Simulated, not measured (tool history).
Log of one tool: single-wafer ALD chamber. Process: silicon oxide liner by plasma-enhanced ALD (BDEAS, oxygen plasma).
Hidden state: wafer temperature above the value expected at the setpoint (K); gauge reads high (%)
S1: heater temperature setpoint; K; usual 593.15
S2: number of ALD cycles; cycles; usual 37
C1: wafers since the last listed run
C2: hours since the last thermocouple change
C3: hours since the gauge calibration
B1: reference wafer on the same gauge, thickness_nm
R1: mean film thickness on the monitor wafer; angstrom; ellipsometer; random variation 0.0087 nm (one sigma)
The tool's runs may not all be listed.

run 1 hour=0 | S1=593.15 S2=37 | C1=0 C2=550.9 C3=14.1 | B1=3.871 | R1=37.09
run 2 hour=159.6 | S1=593.15 S2=37 | C1=1380 C2=710.5 C3=173.7 | B1=3.871 | R1=37.15
run 3 hour=196.4 | S1=597.15 S2=37 | C1=318 C2=747.3 C3=210.5 | B1=3.871 | R1=37.05
run 4 hour=227.8 | S1=597.15 S2=37 | C1=271 C2=778.7 C3=241.9 | B1=3.87 | R1=36.89
run 5 hour=435.6 | S1=593.15 S2=37 | C1=1797 C2=986.5 C3=449.7 | B1=3.872 | R1=37.13
run 6 hour=498.9 | S1=593.15 S2=37 | C1=547 C2=1049.8 C3=513 | B1=3.873 | R1=36.97
run 7 hour=549.9 | S1=582.15 S2=37 | C1=441 C2=1100.8 C3=564 | B1=3.871 | R1=37.46
run 8 hour=611.7 | S1=593.15 S2=37 | C1=534 C2=1162.6 C3=625.8 | B1=3.87 | R1=37.17
run 9 hour=710.5 | S1=593.15 S2=37 | C1=854 C2=1261.4 C3=724.6 | B1=3.87 | R1=36.97
run 10 hour=757.8 | S1=593.15 S2=37 | C1=409 C2=1308.7 C3=771.9 | B1=3.871 | R1=37.17
run 11 hour=796.7 | S1=601.15 S2=37 | C1=336 C2=1347.6 C3=810.8 | B1=3.874 | R1=36.83
run 12 hour=821.1 | S1=593.15 S2=37 | C1=211 C2=1372 C3=835.2 | B1=3.871 | R1=37.14
run 13 hour=889.8 | S1=593.15 S2=37 | C1=594 C2=1440.7 C3=903.9 | B1=3.872 | R1=37.15
run 14 hour=961.6 | S1=593.15 S2=37 | C1=621 C2=1512.5 C3=975.7 | B1=3.868 | R1=37.21
run 15 hour=1077.7 | S1=603.15 S2=37 | C1=1004 C2=1628.6 C3=1091.8 | B1=3.87 | R1=36.61
run 16 hour=1133.9 | S1=603.15 S2=37 | C1=486 C2=1684.8 C3=1148 | B1=3.871 | R1=36.7
run 17 hour=1201.5 | S1=593.15 S2=41 | C1=584 C2=1752.4 C3=1215.6 | B1=3.869 | R1=41.2
run 18 hour=1253 | S1=593.15 S2=41 | C1=445 C2=1803.9 C3=1267.1 | B1=3.867 | R1=41.31
run 19 hour=1287.8 | S1=593.15 S2=37 | C1=301 C2=1838.7 C3=1301.9 | B1=3.869 | R1=37.09
run 20 hour=1318.4 | S1=593.15 S2=35 | C1=264 C2=1869.3 C3=1332.5 | B1=3.869 | R1=35.06
run 21 hour=1364.6 | S1=593.15 S2=39 | C1=399 C2=1915.5 C3=1378.7 | B1=3.871 | R1=39.08
run 22 hour=1410.9 | S1=593.15 S2=39 | C1=400 C2=1961.8 C3=1425 | B1=3.869 | R1=39.05
run 23 hour=1471.9 | S1=604.15 S2=35 | C1=527 C2=2022.8 C3=1486 | B1=3.867 | R1=34.56
run 24 hour=1533.1 | S1=608.15 S2=33 | C1=529 C2=2084 C3=1547.2 | B1=3.87 | R1=32.47
run 25 hour=1591.7 | S1=585.15 S2=31 | C1=506 C2=2142.6 C3=1605.8 | B1=3.868 | R1=31.48
run 26 hour=1628.8 | S1=599.15 S2=43 | C1=320 C2=2179.7 C3=1642.9 | B1=3.869 | R1=42.94
run 27 hour=1689.5 | S1=583.15 S2=37 | C1=525 C2=2240.4 C3=1703.6 | B1=3.87 | R1=37.74
run 28 hour=1758.4 | S1=583.15 S2=31 | C1=595 C2=2309.3 C3=1772.5 | B1=3.869 | R1=31.46
run 29 hour=1788.8 | S1=602.15 S2=40 | C1=262 C2=2339.7 C3=1802.9 | B1=3.871 | R1=39.47
run 30 hour=1836.5 | S1=587.15 S2=44 | C1=412 C2=2387.4 C3=1850.6 | B1=3.874 | R1=44.43
-- hour=1853.6 thermocouple changed; heater temperature recalibrated
run 31 hour=1885 | S1=593.15 S2=37 | C1=350 C2=31.4 C3=1899.1 | B1=3.867 | R1=37.1
run 32 hour=1910.3 | S1=601.15 S2=32 | C1=218 C2=56.7 C3=1924.4 | B1=3.87 | R1=31.78
run 33 hour=1971.8 | S1=593.15 S2=34 | C1=531 C2=118.2 C3=1985.9 | B1=3.869 | R1=34.02
run 34 hour=2021.8 | S1=597.15 S2=34 | C1=432 C2=168.2 C3=2035.9 | B1=3.869 | R1=34.01
-- hour=2059.2 gauge calibrated
run 35 hour=2082.8 | S1=600.15 S2=43 | C1=527 C2=229.2 C3=23.6 | B1=3.872 | R1=42.88
run 36 hour=2107.9 | S1=593.15 S2=37 | C1=217 C2=254.3 C3=48.7 | B1=3.87 | R1=37.13
run 37 hour=2176.1 | S1=597.15 S2=41 | C1=589 C2=322.5 C3=116.9 | B1=3.872 | R1=41.01
run 38 hour=2245.2 | S1=586.15 S2=41 | C1=597 C2=391.6 C3=186 | B1=3.87 | R1=41.38
run 39 hour=2384.9 | S1=593.15 S2=43 | C1=1208 C2=531.3 C3=325.7 | B1=3.871 | R1=43.19
run 40 hour=2414.4 | S1=593.15 S2=37 | C1=255 C2=560.8 C3=355.2 | B1=3.868 | R1=37.09
run 41 hour=2479.8 | S1=598.15 S2=37 | C1=565 C2=626.2 C3=420.6 | B1=3.869 | R1=36.91
run 42 hour=2515 | S1=593.15 S2=37 | C1=304 C2=661.4 C3=455.8 | B1=3.87 | R1=37
run 43 hour=2582 | S1=593.15 S2=37 | C1=579 C2=728.4 C3=522.8 | B1=3.872 | R1=37.23
run 44 hour=2606.1 | S1=593.15 S2=30 | C1=208 C2=752.5 C3=546.9 | B1=3.87 | R1=30.14
run 45 hour=2657.9 | S1=593.15 S2=41 | C1=448 C2=804.3 C3=598.7 | B1=3.869 | R1=41.24
run 46 hour=2718.1 | S1=604.15 S2=30 | C1=520 C2=864.5 C3=658.9 | B1=3.871 | R1=29.8
run 47 hour=2776.3 | S1=600.15 S2=33 | C1=503 C2=922.7 C3=717.1 | B1=3.871 | R1=32.84

Forecast each of these 4 alternatives for the next run:
run A hour=2776.8 | S1=593.15 S2=32 | C1=4 C2=923.2 C3=717.6 | B1=? | R1=?
run B hour=2776.8 | S1=593.15 S2=40 | C1=4 C2=923.2 C3=717.6 | B1=? | R1=?
run C hour=2776.8 | S1=604.15 S2=37 | C1=4 C2=923.2 C3=717.6 | B1=? | R1=?
run D hour=2776.8 | S1=583.15 S2=33 | C1=4 C2=923.2 C3=717.6 | B1=? | R1=?

run=A B1=3.871 R1=32.17
run=B B1=3.871 R1=40.22
run=C B1=3.871 R1=36.68
run=D B1=3.871 R1=33.6
Without the tool's hidden state the same runs would have given:
run=A R1=32.17
run=B R1=40.22
run=C R1=36.68
run=D R1=33.6
